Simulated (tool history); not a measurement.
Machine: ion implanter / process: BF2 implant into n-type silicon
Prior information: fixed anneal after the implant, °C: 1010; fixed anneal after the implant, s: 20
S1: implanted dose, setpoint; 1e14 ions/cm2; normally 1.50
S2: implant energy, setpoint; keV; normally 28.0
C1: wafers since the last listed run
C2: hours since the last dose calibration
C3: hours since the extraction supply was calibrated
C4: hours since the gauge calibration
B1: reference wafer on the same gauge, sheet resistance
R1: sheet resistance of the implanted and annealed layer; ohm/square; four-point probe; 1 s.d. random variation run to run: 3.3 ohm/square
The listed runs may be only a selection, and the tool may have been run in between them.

run     day    S1    S2    C1      C2      C3     C4      B1      R1
  1   0.000  1.50  23.0     0  2112.3  5085.6  337.0  752.45  672.90
  2   0.658  1.50  23.0   336  2128.1  5101.4  352.8  752.09  670.36
  3   1.825  1.79  31.5   595  2156.1  5129.4  380.8  751.99  554.69
  4   2.704  1.50  28.0   449  2177.2  5150.5  401.9  753.02  652.24
  5   3.562  1.74  28.0   438  2197.8  5171.1  422.5  753.02  577.75
  6   5.058  1.17  28.0   764  2233.7  5207.0  458.4  751.83  806.88
  7   6.392  1.50  28.0   681  2265.7  5239.0  490.4  751.98  652.13
  8   7.117  1.24  34.0   370  2283.1  5256.4  507.8  752.14  746.45
      8.829  -- extraction supply calibrated
  9   8.850  1.24  34.0   715  2324.7     0.5  549.4  751.66  745.86
 10   9.833  1.50  30.5   502  2348.3    24.1  573.0  751.82  651.05
 11  10.338  1.50  30.5   257  2360.4    36.2  585.1  752.04  649.36
     10.950  -- Faraday cup replaced and dose calibrated
 12  11.700  1.50  32.5   525    18.0    68.9  617.8  752.41  642.62
 13  12.817  1.50  32.5   570    44.8    95.7  644.6  751.61  649.58
 14  13.521  1.50  28.0   359    61.7   112.6  661.5  752.13  655.39
 15  15.296  1.09  36.5   906   104.3   155.2  704.1  751.79  824.24
 16  16.675  1.50  20.0   704   137.4   188.3  737.2  752.17  683.59
 17  17.512  1.50  28.0   427   157.5   208.4  757.3  752.07  656.90
 18  18.442  1.63  34.0   474   179.8   230.7  779.6  752.18  594.60
 19  19.425  1.50  20.5   502   203.4   254.3  803.2  752.01  688.74
     20.212  -- gauge calibrated
 20  20.404  1.50  21.0   500   226.9   277.8    4.6  751.91  679.58
 21  21.312  1.50  28.0   463   248.7   299.6   26.4  752.06  655.50
 22  22.054  1.50  25.0   378   266.5   317.4   44.2  751.77  666.47
 23  25.038  1.09  33.5  1523   338.1   389.0  115.8  752.18  832.17
 24  25.592  1.92  21.5   283   351.4   402.3  129.1  751.64  549.28
 25  26.279  1.50  28.0   351   367.9   418.8  145.6  751.54  655.41
 26  27.446  1.08  37.0   595   395.9   446.8  173.6  751.54  828.65
 27  27.958  1.30  19.5   261   408.2   459.1  185.9  752.51  781.91
 28  28.646  1.50  28.0   351   424.7   475.6  202.4  751.69  653.84
 29  29.325  1.84  32.0   346   441.0   491.9  218.7  752.06  548.26
 30  30.675  1.12  28.0   689   473.4   524.3  251.1  752.68  829.91
 31  31.675  1.50  28.0   510   497.4   548.3  275.1  752.17  657.39
 32  32.225  1.91  28.0   280   510.6   561.5  288.3  752.52  539.19
 33  32.871  1.81  24.5   329   526.1   577.0  303.8  751.87  572.66
 34  33.771  1.66  32.5   459   547.7   598.6  325.4  752.00  594.23
 35  35.192  1.77  23.5   725   581.8   632.7  359.5  753.02  584.40
 36  36.596  1.50  28.0   717   615.5   666.4  393.2  752.35  648.08

Describe how what the log doesn't record of the tool's condition differs between the last listed run preceding each entry between runs and the first listed run following it.
Logged between run 8 and run 9: extraction supply calibrated (day 8.829)
  no hidden state differs between the two runs
Logged between run 11 and run 12: Faraday cup replaced and dose calibrated (day 10.950)
  no hidden state differs between the two runs
Logged between run 19 and run 20: gauge calibrated (day 20.212)
  no hidden state differs between the two runs

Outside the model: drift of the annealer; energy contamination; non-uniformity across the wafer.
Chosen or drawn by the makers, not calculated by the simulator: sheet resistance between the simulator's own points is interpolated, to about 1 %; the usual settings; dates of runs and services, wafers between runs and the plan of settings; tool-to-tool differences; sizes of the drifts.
